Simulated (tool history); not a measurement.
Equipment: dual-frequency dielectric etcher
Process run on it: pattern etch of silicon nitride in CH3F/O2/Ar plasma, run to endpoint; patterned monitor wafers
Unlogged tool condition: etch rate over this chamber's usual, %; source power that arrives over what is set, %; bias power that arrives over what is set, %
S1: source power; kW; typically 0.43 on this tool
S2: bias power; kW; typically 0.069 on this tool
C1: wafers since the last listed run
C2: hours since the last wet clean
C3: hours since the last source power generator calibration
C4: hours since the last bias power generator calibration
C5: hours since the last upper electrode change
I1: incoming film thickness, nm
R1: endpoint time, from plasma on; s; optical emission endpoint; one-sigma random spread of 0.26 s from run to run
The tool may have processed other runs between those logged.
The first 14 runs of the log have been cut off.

run    hour    S1     S2    C1     C2      C3      C4      C5     I1    R1
      736.8  -- wet clean of the chamber
 15     771  0.38  0.057   556   34.2     328   525.7   771.5  27.08  38.1
 16   977.3  0.53  0.074  3198  240.5   534.3     732   977.8  27.35  30.2
 17  1004.4  0.54  0.069   420  267.6   561.4   759.1  1004.9  26.94    31
 18  1074.1  0.36  0.056  1080  337.3   631.1   828.8  1074.6  27.05  40.7
 19    1113  0.43  0.069   603  376.2     670   867.7  1113.5  27.47  34.4
 20  1139.1  0.43  0.069   404  402.3   696.1   893.8  1139.6  26.79  33.3
 21  1164.2  0.43  0.055   389  427.4   721.2   918.9  1164.7  27.12  38.8
 22  1201.1  0.43  0.069   572  464.3   758.1   955.8  1201.6  27.16  34.3
 23  1269.8  0.47  0.058  1064    533   826.8  1024.5  1270.3  26.92  36.1
     1393.9  -- wet clean of the chamber
 24  1394.4  0.43  0.074  1559    0.5   951.4  1149.1  1394.9     27  31.7
 25  1431.6  0.43  0.078   576   37.7   988.6  1186.3  1432.1     27  31.2
 26  1489.2  0.43  0.082   892   95.3  1046.2  1243.9  1489.7  27.07  30.6
 27  1691.6   0.5  0.083  3137  297.7  1248.6  1446.3  1692.1  27.19  29.9
 28  1756.3  0.39  0.057  1002  362.4  1313.3    1511  1756.8  27.29  39.7
 29  1817.4  0.43  0.052   947  423.5  1374.4  1572.1  1817.9  27.18  40.6
 30    1872  0.46  0.069   846  478.1    1429  1626.7  1872.5  27.06  33.8
 31  1923.6  0.48  0.076   799  529.7  1480.6  1678.3  1924.1  27.15  32.1
     1970.4  -- wet clean of the chamber
 32  1970.9  0.43  0.069   361    0.5  1527.9  1725.6  1971.4  26.89  32.5
 33  1986.6  0.43  0.079   243   16.2  1543.6  1741.3  1987.1  27.35  30.8

Run 34 comes next. What will it give?
 34  2015.7  0.39  0.08  451  45.3  1572.7  1770.4  2016.2  27.18   ?

R1: 31.8 s
Were there no unlogged condition in the tool, this run, its random variation unchanged, would have produced R1 31.8 s.
